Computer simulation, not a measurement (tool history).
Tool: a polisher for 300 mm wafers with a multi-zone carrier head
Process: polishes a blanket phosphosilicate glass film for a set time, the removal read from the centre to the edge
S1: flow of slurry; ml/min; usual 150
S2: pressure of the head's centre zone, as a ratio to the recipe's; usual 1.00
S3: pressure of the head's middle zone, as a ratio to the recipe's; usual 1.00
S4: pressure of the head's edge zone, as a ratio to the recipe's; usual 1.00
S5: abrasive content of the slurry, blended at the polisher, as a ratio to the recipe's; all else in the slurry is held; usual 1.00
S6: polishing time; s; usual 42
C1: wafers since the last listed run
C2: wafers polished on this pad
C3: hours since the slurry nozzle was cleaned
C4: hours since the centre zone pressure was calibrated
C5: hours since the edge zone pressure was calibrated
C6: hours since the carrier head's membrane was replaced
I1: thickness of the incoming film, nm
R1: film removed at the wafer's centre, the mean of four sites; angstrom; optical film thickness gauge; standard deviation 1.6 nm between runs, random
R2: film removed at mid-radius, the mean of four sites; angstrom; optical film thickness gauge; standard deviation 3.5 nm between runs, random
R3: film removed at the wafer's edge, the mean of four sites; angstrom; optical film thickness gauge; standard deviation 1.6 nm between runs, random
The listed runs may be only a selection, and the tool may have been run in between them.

Run 1, hour 0.0: usual settings but S1 120 ml/min, S4 1.07; C1 0; C2 5827; C3 546.1; C4 569.0; C5 207.7; C6 336.1; I1 3766.2. Result: R1 2291 angstrom, R2 2333 angstrom, R3 2403 angstrom.
At hour 61.5: worn pad replaced by a new one.
Run 2, hour 71.0: usual settings; C1 680; C2 96; C3 617.1; C4 640.0; C5 278.7; C6 407.1; I1 3855.2. Result: R1 2365 angstrom, R2 2413 angstrom, R3 2368 angstrom.
Run 3, hour 128.4: usual settings but S1 190 ml/min, S3 1.11; C1 582; C2 679; C3 674.5; C4 697.4; C5 336.1; C6 464.5; I1 3774.5. Result: R1 2452 angstrom, R2 2633 angstrom, R3 2432 angstrom.
At hour 133.3: centre zone pressure recalibrated.
At hour 192.2: slurry nozzle cleaned.
Run 4, hour 378.9: usual settings but S2 1.12; C1 2512; C2 3191; C3 186.7; C4 245.6; C5 586.6; C6 715.0; I1 3777.1. Result: R1 2692 angstrom, R2 2439 angstrom, R3 2381 angstrom.
Run 5, hour 451.5: usual settings but S3 1.07, S6 35 s; C1 736; C2 3928; C3 259.3; C4 318.2; C5 659.2; C6 787.6; I1 3768.2. Result: R1 1998 angstrom, R2 2131 angstrom, R3 1964 angstrom.
At hour 475.6: carrier head's membrane replaced by a new one.
Run 6, hour 541.8: usual settings but S1 125 ml/min, S3 0.95, S4 0.90, S6 35 s; C1 865; C2 4794; C3 349.6; C4 408.5; C5 749.5; C6 66.2; I1 3726.0. Result: R1 1949 angstrom, R2 1905 angstrom, R3 1861 angstrom.
Run 7, hour 612.6: usual settings but S2 1.11, S4 0.93, S5 0.70; C1 718; C2 5512; C3 420.4; C4 479.3; C5 820.3; C6 137.0; I1 3788.3. Result: R1 2209 angstrom, R2 1944 angstrom, R3 1887 angstrom.
Run 8, hour 668.6: usual settings but S5 1.15; C1 568; C2 6081; C3 476.4; C4 535.3; C5 876.3; C6 193.0; I1 3737.9. Result: R1 2547 angstrom, R2 2507 angstrom, R3 2521 angstrom.
Run 9, hour 726.0: usual settings but S2 0.89, S3 1.10; C1 582; C2 6663; C3 533.8; C4 592.7; C5 933.7; C6 250.4; I1 3831.3. Result: R1 2122 angstrom, R2 2588 angstrom, R3 2349 angstrom.
At hour 752.1: worn pad replaced by a new one.
Run 10, hour 796.1: usual settings but S1 105 ml/min, S2 1.07, S4 0.95, S5 0.85; C1 670; C2 446; C3 603.9; C4 662.8; C5 1003.8; C6 320.5; I1 3776.0. Result: R1 2281 angstrom, R2 2068 angstrom, R3 2056 angstrom.
At hour 846.6: edge zone pressure recalibrated.
At hour 848.0: centre zone pressure recalibrated.
Run 11, hour 871.1: usual settings but S1 115 ml/min; C1 726; C2 1173; C3 678.9; C4 23.1; C5 24.5; C6 395.5; I1 3781.0. Result: R1 2303 angstrom, R2 2352 angstrom, R3 2312 angstrom.
At hour 905.3: slurry nozzle cleaned.
Run 12, hour 920.7: usual settings but S3 1.11; C1 493; C2 1666; C3 15.4; C4 72.7; C5 74.1; C6 445.1; I1 3788.0. Result: R1 2418 angstrom, R2 2614 angstrom, R3 2373 angstrom.
Run 13, hour 1025.9: usual settings but S2 1.12, S4 0.96; C1 1067; C2 2734; C3 120.6; C4 177.9; C5 179.3; C6 550.3; I1 3843.1. Result: R1 2694 angstrom, R2 2433 angstrom, R3 2338 angstrom.
Run 14, hour 1081.9: usual settings; C1 568; C2 3302; C3 176.6; C4 233.9; C5 235.3; C6 606.3; I1 3807.2. Result: R1 2403 angstrom, R2 2362 angstrom, R3 2342 angstrom.
At hour 1140.5: carrier head's membrane replaced by a new one.
Run 15, hour 1179.2: usual settings but S4 1.03; C1 936; C2 4239; C3 273.9; C4 331.2; C5 332.6; C6 38.7; I1 3836.2. Result: R1 2394 angstrom, R2 2438 angstrom, R3 2404 angstrom.
Run 16, hour 1241.2: usual settings but S1 175 ml/min, S2 1.11, S3 1.11, S5 1.15; C1 629; C2 4868; C3 335.9; C4 393.2; C5 394.6; C6 100.7; I1 3849.7. Result: R1 2892 angstrom, R2 2820 angstrom, R3 2572 angstrom.
Run 17, hour 1313.7: usual settings but S6 34 s; C1 735; C2 5604; C3 408.4; C4 465.7; C5 467.1; C6 173.2; I1 3820.7. Result: R1 1931 angstrom, R2 1992 angstrom, R3 1917 angstrom.
At hour 1326.5: worn pad replaced by a new one.
Run 18, hour 1386.2: usual settings but S4 0.89; C1 695; C2 606; C3 480.9; C4 538.2; C5 539.6; C6 245.7; I1 3804.6. Result: R1 2415 angstrom, R2 2432 angstrom, R3 2239 angstrom.
At hour 1416.5: centre zone pressure recalibrated.
Run 19, hour 1436.4: usual settings; C1 489; C2 1095; C3 531.1; C4 19.9; C5 589.8; C6 295.9; I1 3761.9. Result: R1 2380 angstrom, R2 2390 angstrom, R3 2364 angstrom.
Run 20, hour 1503.3: usual settings; C1 679; C2 1774; C3 598.0; C4 86.8; C5 656.7; C6 362.8; I1 3822.9. Result: R1 2411 angstrom, R2 2388 angstrom, R3 2387 angstrom.

Consider 5 possible next runs. They are alternatives, not a sequence: every one starts from the tool as it was left by run 20. What does each give?
Run A, hour 1503.7: usual settings; C1 4; C2 1778; C3 598.4; C4 87.2; C5 657.1; C6 363.2; I1 3877.3. Result: R1 ?, R2 ?, R3 ?.
Run B, hour 1503.7: usual settings but S2 0.90, S3 0.92; C1 4; C2 1778; C3 598.4; C4 87.2; C5 657.1; C6 363.2; I1 3877.3. Result: R1 ?, R2 ?, R3 ?.
Run C, hour 1503.7: usual settings but S1 165 ml/min, S3 0.94, S4 0.89; C1 4; C2 1778; C3 598.4; C4 87.2; C5 657.1; C6 363.2; I1 3877.3. Result: R1 ?, R2 ?, R3 ?.
Run D, hour 1503.7: usual settings but S2 1.06; C1 4; C2 1778; C3 598.4; C4 87.2; C5 657.1; C6 363.2; I1 3877.3. Result: R1 ?, R2 ?, R3 ?.
Run E, hour 1503.7: usual settings but S4 0.92; C1 4; C2 1778; C3 598.4; C4 87.2; C5 657.1; C6 363.2; I1 3877.3. Result: R1 ?, R2 ?, R3 ?.

run    R1    R2    R3
  A  2398  2458  2363
  B  2155  2293  2366
  C  2429  2361  2258
  D  2543  2457  2363
  E  2398  2458  2272
Take away the tool's hidden state, keep each run's random variation, and the runs would have read:
run    R1    R2    R3
  A  2398  2458  2363
  B  2155  2293  2366
  C  2429  2361  2258
  D  2543  2457  2363
  E  2398  2458  2272

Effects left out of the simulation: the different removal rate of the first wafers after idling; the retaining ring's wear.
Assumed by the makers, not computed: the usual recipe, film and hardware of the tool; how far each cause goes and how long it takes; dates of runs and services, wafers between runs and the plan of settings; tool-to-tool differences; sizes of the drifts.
